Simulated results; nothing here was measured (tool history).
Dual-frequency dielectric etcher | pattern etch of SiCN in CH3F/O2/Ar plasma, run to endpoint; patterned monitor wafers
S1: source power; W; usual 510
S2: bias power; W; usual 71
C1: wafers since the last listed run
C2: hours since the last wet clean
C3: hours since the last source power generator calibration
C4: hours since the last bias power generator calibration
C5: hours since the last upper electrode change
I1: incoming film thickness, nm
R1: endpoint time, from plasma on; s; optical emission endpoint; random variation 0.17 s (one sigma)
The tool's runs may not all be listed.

{"run": 1, "hour": 0.0, "S1": 480, "S2": 60, "C1": 0, "C2": 144.6, "C3": 1637.3, "C4": 3086.4, "C5": 3133.9, "I1": 13.26, "R1": 34.3}
{"run": 2, "hour": 44.0, "S1": 480, "S2": 60, "C1": 460, "C2": 188.6, "C3": 1681.3, "C4": 3130.4, "C5": 3177.9, "I1": 13.12, "R1": 34.2}
{"run": 3, "hour": 94.4, "S1": 480, "S2": 60, "C1": 527, "C2": 239.0, "C3": 1731.7, "C4": 3180.8, "C5": 3228.3, "I1": 13.07, "R1": 34.5}
{"run": 4, "hour": 134.6, "S1": 420, "S2": 71, "C1": 420, "C2": 279.2, "C3": 1771.9, "C4": 3221.0, "C5": 3268.5, "I1": 13.12, "R1": 35.2}
{"run": 5, "hour": 158.9, "S1": 420, "S2": 71, "C1": 254, "C2": 303.5, "C3": 1796.2, "C4": 3245.3, "C5": 3292.8, "I1": 13.16, "R1": 35.6}
{"run": 6, "hour": 194.0, "S1": 540, "S2": 71, "C1": 367, "C2": 338.6, "C3": 1831.3, "C4": 3280.4, "C5": 3327.9, "I1": 13.1, "R1": 30.4}
{"run": 7, "hour": 247.1, "S1": 540, "S2": 71, "C1": 555, "C2": 391.7, "C3": 1884.4, "C4": 3333.5, "C5": 3381.0, "I1": 13.02, "R1": 30.4}
{"run": 8, "hour": 283.6, "S1": 510, "S2": 71, "C1": 382, "C2": 428.2, "C3": 1920.9, "C4": 3370.0, "C5": 3417.5, "I1": 13.2, "R1": 31.7}
{"hour": 320.3, "done": "wet clean of the chamber"}
{"run": 9, "hour": 346.2, "S1": 510, "S2": 71, "C1": 403, "C2": 25.9, "C3": 1983.5, "C4": 3432.6, "C5": 3480.1, "I1": 13.16, "R1": 31.1}
{"run": 10, "hour": 382.0, "S1": 510, "S2": 60, "C1": 374, "C2": 61.7, "C3": 2019.3, "C4": 3468.4, "C5": 3515.9, "I1": 13.06, "R1": 32.2}
{"run": 11, "hour": 438.0, "S1": 510, "S2": 82, "C1": 586, "C2": 117.7, "C3": 2075.3, "C4": 3524.4, "C5": 3571.9, "I1": 13.03, "R1": 29.2}
{"run": 12, "hour": 500.8, "S1": 510, "S2": 82, "C1": 657, "C2": 180.5, "C3": 2138.1, "C4": 3587.2, "C5": 3634.7, "I1": 13.16, "R1": 29.3}
{"run": 13, "hour": 568.8, "S1": 510, "S2": 82, "C1": 711, "C2": 248.5, "C3": 2206.1, "C4": 3655.2, "C5": 3702.7, "I1": 13.03, "R1": 29.2}
{"run": 14, "hour": 635.2, "S1": 510, "S2": 71, "C1": 694, "C2": 314.9, "C3": 2272.5, "C4": 3721.6, "C5": 3769.1, "I1": 13.02, "R1": 31.1}
{"hour": 671.3, "done": "source power generator calibrated"}
{"hour": 686.2, "done": "wet clean of the chamber"}
{"run": 15, "hour": 689.5, "S1": 510, "S2": 71, "C1": 370, "C2": 3.3, "C3": 18.2, "C4": 3775.9, "C5": 3823.4, "I1": 13.0, "R1": 30.1}
{"run": 16, "hour": 742.8, "S1": 510, "S2": 71, "C1": 557, "C2": 56.6, "C3": 71.5, "C4": 3829.2, "C5": 3876.7, "I1": 13.12, "R1": 30.4}
{"hour": 804.8, "done": "bias power generator calibrated"}
{"run": 17, "hour": 813.2, "S1": 510, "S2": 71, "C1": 694, "C2": 127.0, "C3": 141.9, "C4": 8.4, "C5": 3947.1, "I1": 13.16, "R1": 30.8}
{"run": 18, "hour": 880.2, "S1": 380, "S2": 56, "C1": 701, "C2": 194.0, "C3": 208.9, "C4": 75.4, "C5": 4014.1, "I1": 13.21, "R1": 41.5}
{"run": 19, "hour": 907.8, "S1": 450, "S2": 86, "C1": 288, "C2": 221.6, "C3": 236.5, "C4": 103.0, "C5": 4041.7, "I1": 13.15, "R1": 31.4}
{"hour": 972.1, "done": "upper electrode replaced, of another model than before"}
{"run": 20, "hour": 979.6, "S1": 570, "S2": 60, "C1": 500, "C2": 293.4, "C3": 308.3, "C4": 174.8, "C5": 7.5, "I1": 13.05, "R1": 30.4}
{"run": 21, "hour": 1049.1, "S1": 510, "S2": 71, "C1": 727, "C2": 362.9, "C3": 377.8, "C4": 244.3, "C5": 77.0, "I1": 13.26, "R1": 31.7}
{"run": 22, "hour": 1091.9, "S1": 550, "S2": 87, "C1": 447, "C2": 405.7, "C3": 420.6, "C4": 287.1, "C5": 119.8, "I1": 13.22, "R1": 28.9}
{"hour": 1120.1, "done": "wet clean of the chamber"}
{"run": 23, "hour": 1151.7, "S1": 600, "S2": 79, "C1": 374, "C2": 31.6, "C3": 480.4, "C4": 346.9, "C5": 179.6, "I1": 13.06, "R1": 27.3}
{"run": 24, "hour": 1195.2, "S1": 580, "S2": 62, "C1": 455, "C2": 75.1, "C3": 523.9, "C4": 390.4, "C5": 223.1, "I1": 13.13, "R1": 29.7}
{"run": 25, "hour": 1250.2, "S1": 390, "S2": 71, "C1": 575, "C2": 130.1, "C3": 578.9, "C4": 445.4, "C5": 278.1, "I1": 13.13, "R1": 35.0}
{"run": 26, "hour": 1316.6, "S1": 510, "S2": 71, "C1": 694, "C2": 196.5, "C3": 645.3, "C4": 511.8, "C5": 344.5, "I1": 13.2, "R1": 31.2}
{"run": 27, "hour": 1373.4, "S1": 380, "S2": 63, "C1": 594, "C2": 253.3, "C3": 702.1, "C4": 568.6, "C5": 401.3, "I1": 13.0, "R1": 36.6}
{"run": 28, "hour": 1432.1, "S1": 510, "S2": 71, "C1": 614, "C2": 312.0, "C3": 760.8, "C4": 627.3, "C5": 460.0, "I1": 13.03, "R1": 31.0}
{"run": 29, "hour": 1470.1, "S1": 510, "S2": 71, "C1": 397, "C2": 350.0, "C3": 798.8, "C4": 665.3, "C5": 498.0, "I1": 13.06, "R1": 31.5}
{"hour": 1512.8, "done": "wet clean of the chamber"}
{"run": 30, "hour": 1513.3, "S1": 600, "S2": 61, "C1": 200, "C2": 0.5, "C3": 842.0, "C4": 708.5, "C5": 541.2, "I1": 13.22, "R1": 29.3}
{"run": 31, "hour": 1528.9, "S1": 510, "S2": 71, "C1": 163, "C2": 16.1, "C3": 857.6, "C4": 724.1, "C5": 556.8, "I1": 13.03, "R1": 30.2}
{"run": 32, "hour": 1621.5, "S1": 590, "S2": 61, "C1": 969, "C2": 108.7, "C3": 950.2, "C4": 816.7, "C5": 649.4, "I1": 13.18, "R1": 29.9}
{"run": 33, "hour": 1689.9, "S1": 510, "S2": 71, "C1": 715, "C2": 177.1, "C3": 1018.6, "C4": 885.1, "C5": 717.8, "I1": 13.03, "R1": 30.7}
{"run": 34, "hour": 1740.1, "S1": 550, "S2": 89, "C1": 525, "C2": 227.3, "C3": 1068.8, "C4": 935.3, "C5": 768.0, "I1": 13.0, "R1": 28.3}

5 ways to go on from here, each from the tool as it stands after run 34. What would each give?
{"run": "A", "hour": 1740.5, "S1": 510, "S2": 63, "C1": 4, "C2": 227.7, "C3": 1069.2, "C4": 935.7, "C5": 768.4, "I1": 13.26, "R1": "?"}
{"run": "B", "hour": 1740.5, "S1": 510, "S2": 58, "C1": 4, "C2": 227.7, "C3": 1069.2, "C4": 935.7, "C5": 768.4, "I1": 13.26, "R1": "?"}
{"run": "C", "hour": 1740.5, "S1": 460, "S2": 80, "C1": 4, "C2": 227.7, "C3": 1069.2, "C4": 935.7, "C5": 768.4, "I1": 13.26, "R1": "?"}
{"run": "D", "hour": 1740.5, "S1": 590, "S2": 86, "C1": 4, "C2": 227.7, "C3": 1069.2, "C4": 935.7, "C5": 768.4, "I1": 13.26, "R1": "?"}
{"run": "E", "hour": 1740.5, "S1": 470, "S2": 71, "C1": 4, "C2": 227.7, "C3": 1069.2, "C4": 935.7, "C5": 768.4, "I1": 13.26, "R1": "?"}

run=A R1=32.3
run=B R1=32.9
run=C R1=32.3
run=D R1=28.2
run=E R1=32.8
Without the tool's hidden state the same runs would have given:
run=A R1=31.6
run=B R1=32.2
run=C R1=31.6
run=D R1=27.6
run=E R1=32.1

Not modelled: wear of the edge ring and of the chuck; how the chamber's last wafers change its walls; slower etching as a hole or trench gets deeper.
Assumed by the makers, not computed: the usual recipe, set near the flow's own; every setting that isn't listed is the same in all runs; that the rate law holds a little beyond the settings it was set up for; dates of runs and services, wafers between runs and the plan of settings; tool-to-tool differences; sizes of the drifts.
